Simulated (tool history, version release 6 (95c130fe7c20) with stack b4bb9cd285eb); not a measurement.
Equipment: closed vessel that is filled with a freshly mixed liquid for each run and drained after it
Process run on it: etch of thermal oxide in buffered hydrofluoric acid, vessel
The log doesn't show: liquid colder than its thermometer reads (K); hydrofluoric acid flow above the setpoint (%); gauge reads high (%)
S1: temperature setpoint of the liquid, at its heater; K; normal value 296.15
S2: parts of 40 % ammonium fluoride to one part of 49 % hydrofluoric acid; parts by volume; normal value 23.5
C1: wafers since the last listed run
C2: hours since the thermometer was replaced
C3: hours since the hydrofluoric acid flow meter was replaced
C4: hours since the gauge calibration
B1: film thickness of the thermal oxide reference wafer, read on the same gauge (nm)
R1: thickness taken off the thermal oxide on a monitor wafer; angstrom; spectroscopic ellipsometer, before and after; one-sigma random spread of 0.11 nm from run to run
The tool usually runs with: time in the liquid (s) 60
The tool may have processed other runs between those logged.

run 1 hour=0 | S1=298.65 S2=23.5 time_in_the_liquid_(s)=60 | C1=0 C2=1446.3 C3=2089.7 C4=104.5 | B1=59.97 | R1=364.2
run 2 hour=22.5 | S1=298.65 S2=23.5 time_in_the_liquid_(s)=60 | C1=3101 C2=1468.8 C3=2112.2 C4=127 | B1=60.02 | R1=361.3
run 3 hour=59.7 | S1=298.65 S2=23.5 time_in_the_liquid_(s)=60 | C1=5127 C2=1506 C3=2149.4 C4=164.2 | B1=60.02 | R1=363.8
-- hour=100 hydrofluoric acid flow meter replaced
run 4 hour=102.8 | S1=296.15 S2=23.5 time_in_the_liquid_(s)=60 | C1=5802 C2=1549.1 C3=2.8 C4=207.3 | B1=59.98 | R1=289.2
-- hour=112.6 gauge calibrated
run 5 hour=119.4 | S1=296.15 S2=23.5 time_in_the_liquid_(s)=60 | C1=2287 C2=1565.7 C3=19.4 C4=6.8 | B1=59.99 | R1=288.1
run 6 hour=137.2 | S1=296.15 S2=23.5 time_in_the_liquid_(s)=60 | C1=2453 C2=1583.5 C3=37.2 C4=24.6 | B1=60.03 | R1=291.2
run 7 hour=147 | S1=296.15 S2=23.5 time_in_the_liquid_(s)=60 | C1=1350 C2=1593.3 C3=47 C4=34.4 | B1=59.98 | R1=292.5
run 8 hour=164.6 | S1=296.15 S2=23.5 time_in_the_liquid_(s)=60 | C1=2425 C2=1610.9 C3=64.6 C4=52 | B1=59.98 | R1=291.8
run 9 hour=175.7 | S1=296.15 S2=23.5 time_in_the_liquid_(s)=60 | C1=1529 C2=1622 C3=75.7 C4=63.1 | B1=60.02 | R1=291.5
run 10 hour=187.5 | S1=299.65 S2=18 time_in_the_liquid_(s)=90 | C1=1626 C2=1633.8 C3=87.5 C4=74.9 | B1=60.02 | R1=656.7
run 11 hour=198.2 | S1=296.15 S2=14 time_in_the_liquid_(s)=90 | C1=1474 C2=1644.5 C3=98.2 C4=85.6 | B1=60.01 | R1=697.2
-- hour=202.1 thermometer replaced
run 12 hour=214.7 | S1=296.15 S2=23.5 time_in_the_liquid_(s)=60 | C1=2136 C2=12.6 C3=114.7 C4=102.1 | B1=59.98 | R1=291.4
run 13 hour=228.3 | S1=296.15 S2=23.5 time_in_the_liquid_(s)=75 | C1=1874 C2=26.2 C3=128.3 C4=115.7 | B1=60.02 | R1=367.6
run 14 hour=241.5 | S1=298.65 S2=23.5 time_in_the_liquid_(s)=60 | C1=1819 C2=39.4 C3=141.5 C4=128.9 | B1=60.02 | R1=332.4
run 15 hour=249.4 | S1=296.15 S2=30 time_in_the_liquid_(s)=80 | C1=1088 C2=47.3 C3=149.4 C4=136.8 | B1=60 | R1=330.2
run 16 hour=261.8 | S1=296.15 S2=23.5 time_in_the_liquid_(s)=60 | C1=1709 C2=59.7 C3=161.8 C4=149.2 | B1=60 | R1=292.8
-- hour=293.7 gauge calibrated
run 17 hour=307.7 | S1=300.15 S2=17 time_in_the_liquid_(s)=90 | C1=6326 C2=105.6 C3=207.7 C4=14 | B1=60.01 | R1=718.9
run 18 hour=321.7 | S1=296.15 S2=27 time_in_the_liquid_(s)=40 | C1=1929 C2=119.6 C3=221.7 C4=28 | B1=60 | R1=177.8

3 ways to go on from here, each from the tool as it stands after run 18. What would each give?
run A hour=322.4 | S1=296.15 S2=19 time_in_the_liquid_(s)=60 | C1=96 C2=120.3 C3=222.4 C4=28.7 | B1=? | R1=?
run B hour=322.4 | S1=297.65 S2=29.5 time_in_the_liquid_(s)=60 | C1=96 C2=120.3 C3=222.4 C4=28.7 | B1=? | R1=?
run C hour=322.4 | S1=296.15 S2=23.5 time_in_the_liquid_(s)=30 | C1=96 C2=120.3 C3=222.4 C4=28.7 | B1=? | R1=?

run=A B1=59.99 R1=342.1
run=B B1=59.99 R1=269.1
run=C B1=59.99 R1=144.9
With the hidden condition removed and each run's random variation left untouched, the same runs would have given:
run=A R1=337.3
run=B R1=266.4
run=C R1=143.5

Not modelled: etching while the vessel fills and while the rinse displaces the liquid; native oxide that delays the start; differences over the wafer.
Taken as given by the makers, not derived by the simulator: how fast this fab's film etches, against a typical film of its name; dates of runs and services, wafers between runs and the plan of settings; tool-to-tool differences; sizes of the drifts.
